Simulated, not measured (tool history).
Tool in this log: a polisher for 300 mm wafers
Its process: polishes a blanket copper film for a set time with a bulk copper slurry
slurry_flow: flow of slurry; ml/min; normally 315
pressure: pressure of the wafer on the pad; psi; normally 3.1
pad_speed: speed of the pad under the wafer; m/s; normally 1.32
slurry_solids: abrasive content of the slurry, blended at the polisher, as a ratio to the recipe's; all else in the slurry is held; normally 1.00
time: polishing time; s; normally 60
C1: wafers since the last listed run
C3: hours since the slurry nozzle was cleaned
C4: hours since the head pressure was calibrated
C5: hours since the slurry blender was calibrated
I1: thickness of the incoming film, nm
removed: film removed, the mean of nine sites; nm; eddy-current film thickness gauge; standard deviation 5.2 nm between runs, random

Run 1, hour 0.0: usual settings but pad_speed 1.56 m/s; C1 0; wafers polished on this pad 386; C3 253.5; C4 354.7; C5 75.7; I1 2239.2. Result: removed 839.8 nm.
At hour 41.8: head pressure recalibrated.
Run 2, hour 42.3: usual settings but pad_speed 1.56 m/s; C1 388; wafers polished on this pad 774; C3 295.8; C4 0.5; C5 118.0; I1 2243.2. Result: removed 824.6 nm.
At hour 107.2: worn pad replaced by a new one.
Run 3, hour 107.7: usual settings but pressure 2.6 psi, pad_speed 1.20 m/s; C1 591; wafers polished on this pad 4; C3 361.2; C4 65.9; C5 183.4; I1 2251.4. Result: removed 588.9 nm.
At hour 115.5: slurry blender recalibrated.
Run 4, hour 166.7: usual settings but pressure 2.6 psi, pad_speed 1.20 m/s; C1 549; wafers polished on this pad 554; C3 420.2; C4 124.9; C5 51.2; I1 2230.8. Result: removed 617.2 nm.
Run 5, hour 193.5: usual settings but pressure 2.6 psi, pad_speed 1.20 m/s; C1 258; wafers polished on this pad 812; C3 447.0; C4 151.7; C5 78.0; I1 2247.0. Result: removed 610.8 nm.
Run 6, hour 227.6: usual settings; C1 328; wafers polished on this pad 1140; C3 481.1; C4 185.8; C5 112.1; I1 2263.5. Result: removed 732.7 nm.
At hour 259.9: worn pad replaced by a new one.
At hour 282.6: slurry blender recalibrated.
At hour 314.3: slurry nozzle cleaned.
Run 7, hour 314.9: usual settings; C1 773; wafers polished on this pad 501; C3 0.6; C4 273.1; C5 32.3; I1 2224.1. Result: removed 759.7 nm.
Run 8, hour 369.7: usual settings but slurry_flow 205 ml/min; C1 527; wafers polished on this pad 1029; C3 55.4; C4 327.9; C5 87.1; I1 2272.4. Result: removed 713.6 nm.
At hour 417.4: worn pad replaced by a new one.
At hour 433.6: head pressure recalibrated.
Run 9, hour 434.1: usual settings but pressure 2.0 psi; C1 562; wafers polished on this pad 141; C3 119.8; C4 0.5; C5 151.5; I1 2227.9. Result: removed 527.8 nm.
At hour 455.6: slurry blender recalibrated.
Run 10, hour 497.4: usual settings but slurry_flow 365 ml/min, slurry_solids 0.70, time 53 s; C1 590; wafers polished on this pad 732; C3 183.1; C4 63.8; C5 41.8; I1 2263.1. Result: removed 633.5 nm.
Run 11, hour 554.2: usual settings; C1 547; wafers polished on this pad 1279; C3 239.9; C4 120.6; C5 98.6; I1 2245.9. Result: removed 742.5 nm.
At hour 560.3: worn pad replaced by a new one.
Run 12, hour 606.2: usual settings but slurry_solids 1.15; C1 462; wafers polished on this pad 442; C3 291.9; C4 172.6; C5 150.6; I1 2266.6. Result: removed 740.4 nm.
At hour 619.4: slurry blender recalibrated.
Run 13, hour 670.6: usual settings; C1 601; wafers polished on this pad 1043; C3 356.3; C4 237.0; C5 51.2; I1 2222.6. Result: removed 745.4 nm.
At hour 721.8: worn pad replaced by a new one.
Run 14, hour 722.3: usual settings but slurry_flow 255 ml/min, pressure 3.9 psi, pad_speed 1.18 m/s; C1 459; wafers polished on this pad 4; C3 408.0; C4 288.7; C5 102.9; I1 2265.4. Result: removed 802.2 nm.

Difference, measured minus no-hidden-state, one row per run. Run-to-run variation is common to both terms; the gauge's own scatter need not be:
Hidden state at play: removal rate lost through wear of the pad, %; slurry flow missing at the pad, %; deviation of the head's pressure from its setpoint, %; abrasive missing from the slurry, %.
run  removed
  1    -65.8
  2    -76.7
  3    -60.3
  4    -34.8
  5    -43.3
  6    -60.4
  7    -34.6
  8    -56.2
  9    -49.7
 10    -29.9
 11    -57.7
 12    -66.8
 13    -47.7
 14    -70.9

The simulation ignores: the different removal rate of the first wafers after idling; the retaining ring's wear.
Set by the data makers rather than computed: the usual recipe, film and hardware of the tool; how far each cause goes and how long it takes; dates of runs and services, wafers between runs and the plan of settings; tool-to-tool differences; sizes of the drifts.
